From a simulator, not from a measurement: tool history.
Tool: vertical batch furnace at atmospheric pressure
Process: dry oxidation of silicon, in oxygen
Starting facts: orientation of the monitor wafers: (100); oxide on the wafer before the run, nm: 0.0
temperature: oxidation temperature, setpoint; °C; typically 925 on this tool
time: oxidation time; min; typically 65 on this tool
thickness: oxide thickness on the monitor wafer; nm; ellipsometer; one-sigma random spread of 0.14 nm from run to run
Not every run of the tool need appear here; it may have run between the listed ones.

| run | hour | temperature | time | read-back reference wafer on the same gauge, thickness | thickness |
|---|---|---|---|---|---|
| 1 | 0 | 931 | 43 | 23.32 | 20.64 |
| 2 | 73.6 | 906 | 73.5 | 23.29 | 22.95 |
| 3 | 150.9 | 906 | 73.5 | 23.31 | 22.72 |
| 4 | 240.2 | 906 | 73.5 | 23.32 | 22.69 |
| 5 | 334.4 | 925 | 65 | 23.31 | 25.23 |
| 6 | 372.5 | 925 | 65 | 23.28 | 25.28 |
| 7 | 527.8 | 925 | 65 | 23.34 | 25.27 |
| 8 | 625.3 | 925 | 65 | 23.31 | 25.3 |
| 9 | 687.7 | 925 | 47 | 23.29 | 20.39 |
| 10 | 780.7 | 925 | 47 | 23.27 | 20.32 |
| 11 | 883.8 | 925 | 47 | 23.32 | 20.34 |
| 12 | 934.8 | 925 | 65 | 23.28 | 25.13 |
| 13 | 995.3 | 925 | 65 | 23.3 | 25.15 |
| 14 | 1042.3 | 925 | 65 | 23.32 | 25.11 |
| 15 | 1106.9 | 925 | 65 | 23.28 | 24.97 |
| 16 | 1201.2 | 925 | 83.5 | 23.27 | 29.53 |
| 17 | 1293.8 | 925 | 83.5 | 23.29 | 29.41 |
| 18 | 1332.8 | 925 | 65 | 23.29 | 24.64 |
| 19 | 1426.1 | 903 | 53.5 | 23.3 | 17.44 |
| 20 | 1477.7 | 908 | 46.5 | 23.28 | 16.82 |
| 21 | 1666.4 | 944 | 65 | 23.28 | 31.21 |
| 22 | 1758.8 | 925 | 65 | 23.3 | 25.61 |
| 23 | 1850.1 | 925 | 65 | 23.33 | 25.41 |
| 24 | 1907.2 | 925 | 65 | 23.31 | 25.6 |
| 25 | 1986.4 | 925 | 65 | 23.29 | 25.45 |
| 26 | 2061.8 | 911 | 92.5 | 23.31 | 28.13 |
| 27 | 2179.9 | 916 | 93 | 23.32 | 29.27 |
| 28 | 2262.4 | 906 | 73.5 | 23.28 | 22.7 |
| 29 | 2351.9 | 915 | 65 | 23.33 | 22.98 |
| 30 | 2439.3 | 913 | 89 | 23.29 | 27.46 |
| 31 | 2502.9 | 946 | 34.5 | 23.28 | 20.72 |
| 32 | 2606.9 | 912 | 94.5 | 23.33 | 28.43 |
| 33 | 2668.6 | 942 | 88.5 | 23.34 | 37.06 |
| 34 | 2734.3 | 917 | 65 | 23.34 | 23.2 |
| 35 | 2833 | 925 | 65 | 23.33 | 25.01 |

Removed from this log: 4 entries logged between the listed runs. Between which two listed runs does each belong, and how does the tool's hidden state at the listed run before it compare with that at the listed run after it?
After run 7, before run 8: thermocouples replaced and temperature profile calibrated (hour 624.8)
  monitor wafer colder than the profiled boat position, K: 2.25 -> 2.47
  measured less the result without the state, thickness: -0.54 -> -0.6 nm
After run 16, before run 17: gauge calibrated (hour 1247.8)
  monitor wafer colder than the profiled boat position, K: 3.77 -> 3.98
  measured less the result without the state, thickness: -1.11 -> -1.16 nm
After run 20, before run 21: boat lift adjusted (hour 1665.9)
  monitor wafer colder than the profiled boat position, K: 4.39 -> 0.367
  measured less the result without the state, thickness: -0.77 -> -0.13 nm
After run 25, before run 26: thermocouples replaced and temperature profile calibrated (hour 2061.3)
  monitor wafer colder than the profiled boat position, K: 1.09 -> 1.26
  measured less the result without the state, thickness: -0.26 -> -0.36 nm

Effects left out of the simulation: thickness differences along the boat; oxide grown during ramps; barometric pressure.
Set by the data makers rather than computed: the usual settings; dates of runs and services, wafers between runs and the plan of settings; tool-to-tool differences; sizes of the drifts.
